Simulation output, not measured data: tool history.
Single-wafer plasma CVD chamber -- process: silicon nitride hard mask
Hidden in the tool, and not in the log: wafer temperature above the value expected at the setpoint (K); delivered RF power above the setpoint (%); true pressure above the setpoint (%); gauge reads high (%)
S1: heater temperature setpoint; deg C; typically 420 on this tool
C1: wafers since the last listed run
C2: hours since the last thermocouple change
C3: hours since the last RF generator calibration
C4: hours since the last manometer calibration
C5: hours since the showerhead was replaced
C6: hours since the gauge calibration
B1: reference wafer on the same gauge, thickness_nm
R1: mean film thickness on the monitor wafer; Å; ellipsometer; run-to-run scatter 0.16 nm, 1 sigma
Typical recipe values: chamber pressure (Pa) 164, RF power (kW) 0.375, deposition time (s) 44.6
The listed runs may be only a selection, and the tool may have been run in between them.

run 1 hour=0 | S1=420 chamber_pressure_(Pa)=149 RF_power_(kW)=0.375 deposition_time_(s)=41.8 | C1=0 C2=603.6 C3=633.5 C4=839 C5=4509.7 C6=514.3 | B1=51.985 | R1=522.55
run 2 hour=15.4 | S1=420 chamber_pressure_(Pa)=149 RF_power_(kW)=0.375 deposition_time_(s)=41.8 | C1=216 C2=619 C3=648.9 C4=854.4 C5=4525.1 C6=529.7 | B1=51.997 | R1=523.74
run 3 hour=29.5 | S1=420 chamber_pressure_(Pa)=164 RF_power_(kW)=0.375 deposition_time_(s)=44.6 | C1=197 C2=633.1 C3=663 C4=868.5 C5=4539.2 C6=543.8 | B1=52.046 | R1=590.78
-- hour=32.5 gauge calibrated
run 4 hour=124.6 | S1=426 chamber_pressure_(Pa)=164 RF_power_(kW)=0.375 deposition_time_(s)=44.6 | C1=1335 C2=728.2 C3=758.1 C4=963.6 C5=4634.3 C6=92.1 | B1=51.681 | R1=584.83
run 5 hour=160.2 | S1=426 chamber_pressure_(Pa)=164 RF_power_(kW)=0.375 deposition_time_(s)=44.6 | C1=499 C2=763.8 C3=793.7 C4=999.2 C5=4669.9 C6=127.7 | B1=51.677 | R1=582.69
run 6 hour=176.1 | S1=420 chamber_pressure_(Pa)=176 RF_power_(kW)=0.375 deposition_time_(s)=44.6 | C1=223 C2=779.7 C3=809.6 C4=1015.1 C5=4685.8 C6=143.6 | B1=51.657 | R1=609.42
run 7 hour=208.3 | S1=420 chamber_pressure_(Pa)=164 RF_power_(kW)=0.36 deposition_time_(s)=44.6 | C1=452 C2=811.9 C3=841.8 C4=1047.3 C5=4718 C6=175.8 | B1=51.692 | R1=578.94
run 8 hour=227 | S1=420 chamber_pressure_(Pa)=164 RF_power_(kW)=0.36 deposition_time_(s)=44.6 | C1=262 C2=830.6 C3=860.5 C4=1066 C5=4736.7 C6=194.5 | B1=51.647 | R1=578.24
run 9 hour=249.4 | S1=420 chamber_pressure_(Pa)=164 RF_power_(kW)=0.375 deposition_time_(s)=44.6 | C1=314 C2=853 C3=882.9 C4=1088.4 C5=4759.1 C6=216.9 | B1=51.759 | R1=584.32
run 10 hour=261.8 | S1=420 chamber_pressure_(Pa)=164 RF_power_(kW)=0.375 deposition_time_(s)=44.6 | C1=174 C2=865.4 C3=895.3 C4=1100.8 C5=4771.5 C6=229.3 | B1=51.822 | R1=585.36
run 11 hour=294.6 | S1=420 chamber_pressure_(Pa)=164 RF_power_(kW)=0.375 deposition_time_(s)=44.6 | C1=460 C2=898.2 C3=928.1 C4=1133.6 C5=4804.3 C6=262.1 | B1=51.776 | R1=583.48
-- hour=312.9 RF generator calibrated
-- hour=354.5 capacitance manometer re-zeroed and calibrated
-- hour=373.4 thermocouple changed; heater temperature recalibrated
run 12 hour=384.9 | S1=428 chamber_pressure_(Pa)=164 RF_power_(kW)=0.375 deposition_time_(s)=44.6 | C1=930 C2=11.5 C3=72 C4=30.4 C5=4894.6 C6=352.4 | B1=51.882 | R1=589.14
run 13 hour=401.9 | S1=420 chamber_pressure_(Pa)=164 RF_power_(kW)=0.375 deposition_time_(s)=44.6 | C1=238 C2=28.5 C3=89 C4=47.4 C5=4911.6 C6=369.4 | B1=51.88 | R1=588.31
run 14 hour=474.5 | S1=420 chamber_pressure_(Pa)=164 RF_power_(kW)=0.375 deposition_time_(s)=44.6 | C1=1019 C2=101.1 C3=161.6 C4=120 C5=4984.2 C6=442 | B1=52.005 | R1=586.63
run 15 hour=505.7 | S1=420 chamber_pressure_(Pa)=164 RF_power_(kW)=0.375 deposition_time_(s)=44.6 | C1=438 C2=132.3 C3=192.8 C4=151.2 C5=5015.4 C6=473.2 | B1=52.074 | R1=590.41
run 16 hour=530.1 | S1=420 chamber_pressure_(Pa)=164 RF_power_(kW)=0.375 deposition_time_(s)=41.2 | C1=342 C2=156.7 C3=217.2 C4=175.6 C5=5039.8 C6=497.6 | B1=52.023 | R1=543.98
run 17 hour=556.4 | S1=413 chamber_pressure_(Pa)=177 RF_power_(kW)=0.42 deposition_time_(s)=37.6 | C1=369 C2=183 C3=243.5 C4=201.9 C5=5066.1 C6=523.9 | B1=52.04 | R1=538.58
-- hour=583.4 gauge calibrated
run 18 hour=588.9 | S1=410 chamber_pressure_(Pa)=164 RF_power_(kW)=0.375 deposition_time_(s)=53.3 | C1=456 C2=215.5 C3=276 C4=234.4 C5=5098.6 C6=5.5 | B1=51.64 | R1=703.18
run 19 hour=612.2 | S1=420 chamber_pressure_(Pa)=187 RF_power_(kW)=0.44 deposition_time_(s)=44.6 | C1=327 C2=238.8 C3=299.3 C4=257.7 C5=5121.9 C6=28.8 | B1=51.659 | R1=653.89
run 20 hour=625.8 | S1=420 chamber_pressure_(Pa)=179 RF_power_(kW)=0.375 deposition_time_(s)=44.6 | C1=190 C2=252.4 C3=312.9 C4=271.3 C5=5135.5 C6=42.4 | B1=51.712 | R1=608.13
-- hour=634 showerhead replaced
run 21 hour=646.4 | S1=420 chamber_pressure_(Pa)=143 RF_power_(kW)=0.335 deposition_time_(s)=44.6 | C1=176 C2=273 C3=333.5 C4=291.9 C5=12.4 C6=63 | B1=51.718 | R1=523.49
run 22 hour=676 | S1=420 chamber_pressure_(Pa)=180 RF_power_(kW)=0.325 deposition_time_(s)=51.9 | C1=415 C2=302.6 C3=363.1 C4=321.5 C5=42 C6=92.6 | B1=51.668 | R1=682.15
run 23 hour=700.1 | S1=420 chamber_pressure_(Pa)=164 RF_power_(kW)=0.3 deposition_time_(s)=35.8 | C1=338 C2=326.7 C3=387.2 C4=345.6 C5=66.1 C6=116.7 | B1=51.667 | R1=438.3
run 24 hour=733.4 | S1=420 chamber_pressure_(Pa)=149 RF_power_(kW)=0.375 deposition_time_(s)=41.8 | C1=467 C2=360 C3=420.5 C4=378.9 C5=99.4 C6=150 | B1=51.671 | R1=522
run 25 hour=755.5 | S1=408 chamber_pressure_(Pa)=197 RF_power_(kW)=0.375 deposition_time_(s)=44.6 | C1=310 C2=382.1 C3=442.6 C4=401 C5=121.5 C6=172.1 | B1=51.749 | R1=640.85
run 26 hour=779.4 | S1=420 chamber_pressure_(Pa)=124 RF_power_(kW)=0.35 deposition_time_(s)=41.3 | C1=335 C2=406 C3=466.5 C4=424.9 C5=145.4 C6=196 | B1=51.661 | R1=445.09
run 27 hour=810.9 | S1=428 chamber_pressure_(Pa)=185 RF_power_(kW)=0.3 deposition_time_(s)=51.4 | C1=442 C2=437.5 C3=498 C4=456.4 C5=176.9 C6=227.5 | B1=51.744 | R1=665.5
run 28 hour=827.6 | S1=420 chamber_pressure_(Pa)=151 RF_power_(kW)=0.34 deposition_time_(s)=52.6 | C1=234 C2=454.2 C3=514.7 C4=473.1 C5=193.6 C6=244.2 | B1=51.741 | R1=639.42

The tool's hidden state at each run:
wafer temperature above the value expected at the setpoint (K): 0 across all the runs
delivered RF power above the setpoint (%): 0 across all the runs
true pressure above the setpoint (%): 0 across all the runs
H1: gauge reads high (%)
run=1 H1=0.772
run=2 H1=0.821
run=3 H1=0.866
run=4 H1=0.169
run=5 H1=0.192
run=6 H1=0.205
run=7 H1=0.236
run=8 H1=0.257
run=9 H1=0.285
run=10 H1=0.302
run=11 H1=0.351
run=12 H1=0.518
run=13 H1=0.555
run=14 H1=0.733
run=15 H1=0.819
run=16 H1=0.891
run=17 H1=0.972
run=18 H1=0.122
run=19 H1=0.124
run=20 H1=0.127
run=21 H1=0.134
run=22 H1=0.148
run=23 H1=0.163
run=24 H1=0.19
run=25 H1=0.211
run=26 H1=0.238
run=27 H1=0.278
run=28 H1=0.302
